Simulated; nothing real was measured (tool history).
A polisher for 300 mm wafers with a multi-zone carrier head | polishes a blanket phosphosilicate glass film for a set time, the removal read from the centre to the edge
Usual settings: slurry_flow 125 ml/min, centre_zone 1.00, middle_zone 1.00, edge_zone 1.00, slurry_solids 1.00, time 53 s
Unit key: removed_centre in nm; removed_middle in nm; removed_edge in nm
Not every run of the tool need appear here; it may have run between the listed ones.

run,day,slurry_flow,centre_zone,middle_zone,edge_zone,slurry_solids,time,"incoming thickness of the incoming film, nm",removed_centre,removed_middle,removed_edge
1,0.000,125,1.05,1.00,1.08,1.00,53,1825.3,462.2,468.3,490.4
2,1.904,125,1.00,1.00,1.00,1.00,53,1817.6,431.0,445.3,477.3
3,3.929,125,1.00,1.00,1.00,1.00,53,1825.0,428.5,454.8,473.0
# day 4.225: worn pad replaced by a new one
4,5.000,125,1.00,1.00,1.00,1.00,53,1849.6,439.0,449.7,472.5
# day 5.617: slurry nozzle cleaned
5,7.850,145,1.09,1.00,1.00,0.90,53,1813.0,540.9,506.5,505.5
# day 8.854: centre zone pressure recalibrated
6,10.808,125,1.00,1.00,1.00,1.00,63,1839.0,569.3,594.0,589.6
7,12.025,140,1.00,1.00,1.00,1.25,53,1861.9,528.8,537.3,541.2
8,16.079,105,1.00,1.00,1.00,1.00,66,1832.2,527.6,550.5,587.4
9,18.300,125,1.00,0.94,1.00,1.00,53,1850.3,445.8,438.4,484.9
# day 21.688: slurry nozzle cleaned
# day 22.179: worn pad replaced by a new one
# day 24.608: carrier head's membrane replaced by a new one
10,25.875,125,0.89,0.92,1.06,1.00,53,1825.7,436.5,479.0,526.7
# day 26.388: edge zone pressure recalibrated
11,28.725,125,1.00,0.94,0.90,1.00,48,1816.7,424.8,418.8,421.8
12,31.146,125,1.00,1.00,1.00,1.00,53,1826.2,462.8,494.0,486.3
13,33.588,140,1.00,0.95,1.00,1.00,53,1789.2,474.8,465.4,497.7
14,35.721,125,1.00,1.00,1.00,1.00,53,1832.6,459.0,465.1,479.3
15,37.154,125,1.00,0.90,1.07,1.20,62,1857.6,562.9,528.3,625.2
# day 38.175: worn pad replaced by a new one
16,38.304,160,1.00,1.00,1.00,1.00,42,1855.4,398.9,410.5,403.3
# day 39.208: slurry nozzle cleaned
17,40.554,165,1.07,1.00,0.96,1.00,53,1822.2,578.2,550.2,523.0
18,43.075,125,1.00,1.08,1.00,1.00,53,1838.6,476.5,550.0,512.6
19,45.254,125,1.00,1.00,1.00,1.00,36,1820.5,320.1,334.0,332.9
20,46.583,165,0.95,0.94,1.00,1.00,39,1800.5,355.8,359.0,378.2

Give the tool's hidden conditions for every run:
removal rate lost through wear of the pad, %: 0, the same for each run
deviation of the centre zone's pressure from its setpoint, %: 0, the same for each run
deviation of the edge zone's pressure from its setpoint, %: 0, the same for each run
H1: slurry flow missing at the pad, %
run,H1
1,42
2,43.2
3,44
4,44.4
5,16.2
6,27.3
7,30.4
8,36.9
9,39
10,22.4
11,30
12,34
13,36.6
14,38.1
15,38.8
16,39.3
17,12.3
18,23.8
19,30.3
20,33.2
